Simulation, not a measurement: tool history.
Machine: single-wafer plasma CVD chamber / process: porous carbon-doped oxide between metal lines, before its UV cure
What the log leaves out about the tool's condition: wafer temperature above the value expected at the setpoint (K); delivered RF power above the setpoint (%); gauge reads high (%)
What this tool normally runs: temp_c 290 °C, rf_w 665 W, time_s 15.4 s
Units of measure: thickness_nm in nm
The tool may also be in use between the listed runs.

run,hour,temp_c,rf_w,time_s,wafers since the last listed run,hours since the last thermocouple change,hours since the last RF generator calibration,hours since the showerhead was replaced,hours since the gauge calibration,"read-back reference wafer on the same gauge, thickness_nm",thickness_nm
1,0.0,290,665,15.4,0,2368.6,982.4,1672.3,311.3,133.612,114.191
2,14.0,290,665,15.4,280,2382.6,996.4,1686.3,325.3,133.901,113.707
3,37.0,290,665,15.4,461,2405.6,1019.4,1709.3,348.3,134.194,114.790
4,55.7,290,565,15.4,375,2424.3,1038.1,1728.0,367.0,133.951,99.004
5,68.3,290,565,15.4,252,2436.9,1050.7,1740.6,379.6,133.906,99.169
6,104.1,290,665,15.4,718,2472.7,1086.5,1776.4,415.4,133.801,114.567
# hour 164.6: gauge calibrated
7,206.8,290,665,15.4,2060,2575.4,1189.2,1879.1,42.2,134.163,112.694
8,232.4,290,665,15.4,513,2601.0,1214.8,1904.7,67.8,133.773,111.780
9,258.3,290,595,15.4,519,2626.9,1240.7,1930.6,93.7,134.274,102.804
# hour 282.7: thermocouple changed; heater temperature recalibrated
10,286.0,290,595,15.4,395,3.3,1268.4,1958.3,121.4,134.157,102.930
11,310.0,290,595,15.4,481,27.3,1292.4,1982.3,145.4,133.976,101.625
12,377.9,290,665,16.6,1362,95.2,1360.3,2050.2,213.3,134.073,119.803
13,407.1,290,665,16.6,585,124.4,1389.5,2079.4,242.5,134.029,119.951
# hour 436.7: RF generator calibrated
14,439.5,290,665,16.6,489,156.8,2.8,2111.8,274.9,134.060,114.320
15,460.0,290,665,15.4,411,177.3,23.3,2132.3,295.4,133.864,106.716
16,480.5,290,665,15.4,411,197.8,43.8,2152.8,315.9,134.231,106.280
# hour 536.1: showerhead replaced
17,550.1,284,665,14.4,1235,267.4,113.4,14.0,385.5,134.274,103.726
18,563.2,290,665,15.4,262,280.5,126.5,27.1,398.6,133.819,106.562
# hour 580.5: RF generator calibrated, repeated, since the last time left the tool worse
19,581.0,277,620,17.3,196,298.3,0.5,44.9,416.4,133.892,132.644
20,609.4,303,555,15.4,569,326.7,28.9,73.3,444.8,133.975,93.575
21,631.1,302,665,14.2,435,348.4,50.6,95.0,466.5,133.792,100.613
22,648.8,286,665,13.7,355,366.1,68.3,112.7,484.2,134.152,105.630
23,663.3,279,740,15.4,290,380.6,82.8,127.2,498.7,133.878,134.901
# hour 666.9: gauge calibrated
24,683.7,290,665,15.4,409,401.0,103.2,147.6,16.8,134.015,116.589
25,709.2,284,710,13.8,511,426.5,128.7,173.1,42.3,133.753,114.514
26,758.5,290,665,15.4,989,475.8,178.0,222.4,91.6,133.894,115.663
27,781.7,290,665,14.3,465,499.0,201.2,245.6,114.8,133.881,107.661
28,797.1,290,665,12.7,308,514.4,216.6,261.0,130.2,133.969,97.152
29,832.8,290,735,14.0,716,550.1,252.3,296.7,165.9,134.016,114.945
30,850.0,290,665,13.7,345,567.3,269.5,313.9,183.1,133.875,103.371
31,873.1,290,760,15.4,463,590.4,292.6,337.0,206.2,133.771,128.794
32,895.3,290,625,13.5,445,612.6,314.8,359.2,228.4,134.055,97.635

5 options for the next run, each taken on its own from the tool as it stands now. Forecast them:
A,895.7,290,665,13.9,8,613.0,315.2,359.6,228.8,?,?
B,895.7,282,615,16.9,8,613.0,315.2,359.6,228.8,?,?
C,895.7,282,665,18.2,8,613.0,315.2,359.6,228.8,?,?
D,895.7,303,665,18.4,8,613.0,315.2,359.6,228.8,?,?
E,895.7,298,665,16.5,8,613.0,315.2,359.6,228.8,?,?

run,"read-back reference wafer on the same gauge, thickness_nm",thickness_nm
A,133.996,104.415
B,133.996,123.458
C,133.996,141.492
D,133.996,127.936
E,133.996,118.138
What these runs would have given with no unlogged condition in the tool:
run,thickness_nm
A,104.921
B,124.066
C,142.178
D,128.556
E,118.711

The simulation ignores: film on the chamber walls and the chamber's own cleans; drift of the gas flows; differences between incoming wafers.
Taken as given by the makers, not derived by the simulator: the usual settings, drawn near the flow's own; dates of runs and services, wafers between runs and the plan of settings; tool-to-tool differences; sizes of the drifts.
